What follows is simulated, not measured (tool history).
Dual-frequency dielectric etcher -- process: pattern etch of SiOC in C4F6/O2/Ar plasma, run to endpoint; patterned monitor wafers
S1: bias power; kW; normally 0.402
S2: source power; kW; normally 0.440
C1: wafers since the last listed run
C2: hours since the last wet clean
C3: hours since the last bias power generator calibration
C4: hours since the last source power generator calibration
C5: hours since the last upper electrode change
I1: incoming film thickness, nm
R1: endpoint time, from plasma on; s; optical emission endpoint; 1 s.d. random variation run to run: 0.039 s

run	hour	S1	S2	C1	C2	C3	C4	C5	I1	R1
1	0.0	0.402	0.440	0	130.3	471.5	2353.0	1227.8	33.30	11.5
2	39.8	0.329	0.400	493	170.1	511.3	2392.8	1267.6	33.50	12.8
3	145.1	0.329	0.400	1306	275.4	616.6	2498.1	1372.9	33.41	12.7
4	208.9	0.329	0.400	791	339.2	680.4	2561.9	1436.7	33.44	12.8
5	281.5	0.402	0.440	900	411.8	753.0	2634.5	1509.3	33.88	11.6
6	356.5	0.402	0.440	930	486.8	828.0	2709.5	1584.3	33.34	11.6
# hour 414.3: wet clean of the chamber
7	451.0	0.402	0.440	874	36.7	922.5	2804.0	1678.8	33.47	11.6
8	532.1	0.402	0.440	1006	117.8	1003.6	2885.1	1759.9	33.62	11.6
9	605.8	0.402	0.440	914	191.5	1077.3	2958.8	1833.6	33.30	11.6
10	649.8	0.402	0.440	545	235.5	1121.3	3002.8	1877.6	33.60	11.7
11	755.8	0.402	0.440	1315	341.5	1227.3	3108.8	1983.6	33.19	11.5
12	938.1	0.402	0.440	2262	523.8	1409.6	3291.1	2165.9	33.41	11.6
# hour 996.0: wet clean of the chamber
13	996.5	0.402	0.440	426	0.5	1468.0	3349.5	2224.3	33.67	11.6
14	1083.7	0.402	0.440	1082	87.7	1555.2	3436.7	2311.5	33.07	11.6
15	1133.8	0.402	0.390	621	137.8	1605.3	3486.8	2361.6	33.40	12.3
16	1232.5	0.402	0.390	1224	236.5	1704.0	3585.5	2460.3	33.52	12.3
17	1270.2	0.402	0.390	467	274.2	1741.7	3623.2	2498.0	33.38	12.3
# hour 1281.5: source power generator calibrated
18	1515.4	0.352	0.360	2992	519.4	1986.9	233.9	2743.2	33.48	13.4
19	1606.0	0.494	0.440	1124	610.0	2077.5	324.5	2833.8	33.48	11.0
# hour 1657.5: upper electrode replaced
20	1662.8	0.402	0.440	406	666.8	2134.3	381.3	5.3	33.75	11.8
# hour 1693.4: wet clean of the chamber
# hour 1761.5: bias power generator calibrated
21	1954.6	0.451	0.480	3273	261.2	193.1	673.1	297.1	33.19	10.6
22	2006.7	0.460	0.350	646	313.3	245.2	725.2	349.2	33.60	12.3
23	2088.0	0.466	0.380	1008	394.6	326.5	806.5	430.5	33.29	11.7
24	2150.3	0.402	0.440	773	456.9	388.8	868.8	492.8	33.71	11.6

What will run 25 give?
25	2253.8	0.496	0.510	1284	560.4	492.3	972.3	596.3	33.78	?

Run 25 measured R1 10.2 s.
With the hidden condition absent and the run-to-run variation left alone, this run would have shown R1 10.2 s.
